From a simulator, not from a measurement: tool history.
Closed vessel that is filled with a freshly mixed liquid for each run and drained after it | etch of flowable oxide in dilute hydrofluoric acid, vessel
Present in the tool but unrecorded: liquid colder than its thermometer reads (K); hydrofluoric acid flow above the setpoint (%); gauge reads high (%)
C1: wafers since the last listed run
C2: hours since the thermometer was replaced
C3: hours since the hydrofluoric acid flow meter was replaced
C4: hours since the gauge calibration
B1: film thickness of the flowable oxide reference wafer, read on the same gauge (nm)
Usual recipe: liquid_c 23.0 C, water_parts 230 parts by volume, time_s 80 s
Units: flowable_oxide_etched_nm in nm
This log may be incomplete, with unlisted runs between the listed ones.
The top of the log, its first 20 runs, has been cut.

Run 21, day 21.888: usual settings; C1 2589; C2 894.2; C3 222.8; C4 258.1; B1 60.03. Result: flowable_oxide_etched_nm 10.51 nm.
Run 22, day 23.133: usual settings but time_s 60 s; C1 3870; C2 924.1; C3 252.7; C4 288.0; B1 60.06. Result: flowable_oxide_etched_nm 7.94 nm.
Run 23, day 23.654: usual settings but water_parts 290 parts by volume; C1 1618; C2 936.6; C3 265.2; C4 300.5; B1 60.12. Result: flowable_oxide_etched_nm 7.84 nm.
At day 24.417: thermometer replaced.
Run 24, day 24.625: usual settings but liquid_c 18.5 C, water_parts 280 parts by volume, time_s 100 s; C1 2886; C2 5.0; C3 288.5; C4 323.8; B1 60.08. Result: flowable_oxide_etched_nm 8.75 nm.
Run 25, day 25.954: usual settings but liquid_c 21.5 C, water_parts 340 parts by volume, time_s 130 s; C1 4129; C2 36.9; C3 320.4; C4 355.7; B1 60.11. Result: flowable_oxide_etched_nm 9.80 nm.
Run 26, day 26.504: usual settings but water_parts 275 parts by volume, time_s 55 s; C1 1708; C2 50.1; C3 333.6; C4 368.9; B1 60.13. Result: flowable_oxide_etched_nm 5.77 nm.
Run 27, day 27.650: usual settings but liquid_c 20.0 C, water_parts 260 parts by volume, time_s 110 s; C1 3560; C2 77.6; C3 361.1; C4 396.4; B1 60.20. Result: flowable_oxide_etched_nm 11.09 nm.
Run 28, day 28.158: usual settings but liquid_c 26.0 C; C1 1579; C2 89.8; C3 373.3; C4 408.6; B1 60.20. Result: flowable_oxide_etched_nm 11.71 nm.
Run 29, day 28.825: usual settings but liquid_c 20.0 C, water_parts 260 parts by volume, time_s 110 s; C1 2071; C2 105.8; C3 389.3; C4 424.6; B1 60.20. Result: flowable_oxide_etched_nm 11.15 nm.
Run 30, day 30.217: usual settings; C1 4324; C2 139.2; C3 422.7; C4 458.0; B1 60.25. Result: flowable_oxide_etched_nm 10.52 nm.
Run 31, day 30.825: usual settings; C1 1890; C2 153.8; C3 437.3; C4 472.6; B1 60.26. Result: flowable_oxide_etched_nm 10.51 nm.
Run 32, day 31.783: usual settings but water_parts 140 parts by volume; C1 2977; C2 176.8; C3 460.3; C4 495.6; B1 60.33. Result: flowable_oxide_etched_nm 19.01 nm.
Run 33, day 33.058: usual settings but water_parts 310 parts by volume, time_s 60 s; C1 3961; C2 207.4; C3 490.9; C4 526.2; B1 60.36. Result: flowable_oxide_etched_nm 5.42 nm.

4 ways to go on from here, each from the tool as it stands after run 33. What would each give?
Run A, day 33.088: usual settings; C1 90; C2 208.1; C3 491.6; C4 526.9; B1 ?. Result: flowable_oxide_etched_nm ?.
Run B, day 33.088: usual settings but liquid_c 20.5 C, water_parts 295 parts by volume; C1 90; C2 208.1; C3 491.6; C4 526.9; B1 ?. Result: flowable_oxide_etched_nm ?.
Run C, day 33.088: usual settings but liquid_c 20.5 C, time_s 95 s; C1 90; C2 208.1; C3 491.6; C4 526.9; B1 ?. Result: flowable_oxide_etched_nm ?.
Run D, day 33.088: usual settings but liquid_c 26.5 C, time_s 65 s; C1 90; C2 208.1; C3 491.6; C4 526.9; B1 ?. Result: flowable_oxide_etched_nm ?.

run     B1  flowable_oxide_etched_nm
  A  60.34                     10.57
  B  60.34                      7.07
  C  60.34                     11.44
  D  60.34                      9.74
Stripped of hidden state, with their random variation kept, the same runs would have yielded:
run  flowable_oxide_etched_nm
  A                     10.51
  B                      7.03
  C                     11.38
  D                      9.69
